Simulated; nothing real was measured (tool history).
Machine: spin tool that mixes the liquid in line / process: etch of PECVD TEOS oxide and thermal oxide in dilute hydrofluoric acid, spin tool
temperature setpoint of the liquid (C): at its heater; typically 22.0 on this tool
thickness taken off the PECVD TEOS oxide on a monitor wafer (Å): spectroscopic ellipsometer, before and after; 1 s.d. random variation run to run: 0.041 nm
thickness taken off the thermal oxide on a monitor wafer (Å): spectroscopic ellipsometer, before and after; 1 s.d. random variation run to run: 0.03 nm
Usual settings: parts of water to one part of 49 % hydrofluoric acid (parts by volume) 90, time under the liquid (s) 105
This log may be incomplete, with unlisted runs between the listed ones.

run,day,temperature setpoint of the liquid (C),parts of water to one part of 49 % hydrofluoric acid (parts by volume),time under the liquid (s),"read-back film thickness of the PECVD TEOS oxide reference wafer, read on the same gauge (nm)","read-back film thickness of the thermal oxide reference wafer, read on the same gauge (nm)",thickness taken off the PECVD TEOS oxide on a monitor wafer (Å),thickness taken off the thermal oxide on a monitor wafer (Å)
1,0.000,19.5,90,105,59.99,99.96,135.7,61.2
2,0.275,19.5,90,105,60.01,99.96,134.8,60.6
3,0.962,20.5,90,105,59.99,100.01,141.6,63.9
4,1.388,22.0,90,150,60.02,99.96,215.2,96.0
5,1.817,22.0,90,60,60.00,100.00,85.8,38.8
6,3.179,22.0,90,105,59.97,100.04,151.7,67.9
7,3.679,22.0,90,105,59.98,99.98,152.2,68.4
8,4.288,22.0,90,155,59.97,99.99,224.9,101.5
9,4.612,22.0,90,155,60.00,100.00,225.2,101.7
10,4.962,22.0,90,105,59.98,100.00,152.5,68.5
11,5.621,18.5,110,65,60.01,99.99,65.5,29.4
12,5.983,25.5,110,165,60.01,100.01,219.5,98.1
13,6.258,22.0,120,105,59.99,100.02,111.5,49.4
14,6.754,19.5,60,55,59.99,100.03,111.8,50.8
# day 6.996: thermometer replaced
15,7.408,22.0,90,150,59.98,100.00,197.8,88.9
16,7.788,25.5,110,165,60.00,99.97,199.4,90.5
# day 8.146: hydrofluoric acid flow meter replaced
17,8.396,22.0,120,105,60.03,99.97,91.1,40.8
18,9.071,23.5,105,45,59.98,100.00,48.2,21.5
# day 9.250: gauge calibrated
19,10.604,22.0,90,85,59.98,99.99,102.0,45.9
20,11.088,19.0,115,135,59.99,99.99,108.7,49.3
21,11.404,22.0,90,105,60.03,100.02,125.9,56.8
22,11.662,19.0,105,130,59.99,100.03,116.6,53.0
23,12.179,22.0,90,105,59.99,99.98,127.4,57.2
24,12.900,24.5,130,105,60.00,100.01,92.8,41.7
25,13.162,20.0,130,80,59.97,100.00,59.3,26.8
26,13.688,24.5,105,80,60.02,99.98,90.2,40.8
27,14.333,26.5,90,125,60.03,100.01,181.3,81.5

Consider 3 possible next runs. They are alternatives, not a sequence: every one starts from the tool as it was left by run 27. What does each give?
A,14.350,22.0,60,105,?,?,?,?
B,14.350,17.5,80,140,?,?,?,?
C,14.350,18.5,75,145,?,?,?,?

run,"read-back film thickness of the PECVD TEOS oxide reference wafer, read on the same gauge (nm)","read-back film thickness of the thermal oxide reference wafer, read on the same gauge (nm)",thickness taken off the PECVD TEOS oxide on a monitor wafer (Å),thickness taken off the thermal oxide on a monitor wafer (Å)
A,59.99,100.00,199.4,89.3
B,59.99,100.00,161.4,72.2
C,59.99,100.00,187.1,83.7
Without the tool's hidden state the same runs would have given:
run,thickness taken off the PECVD TEOS oxide on a monitor wafer (Å),thickness taken off the thermal oxide on a monitor wafer (Å)
A,190.5,85.3
B,154.1,69.0
C,178.6,79.9
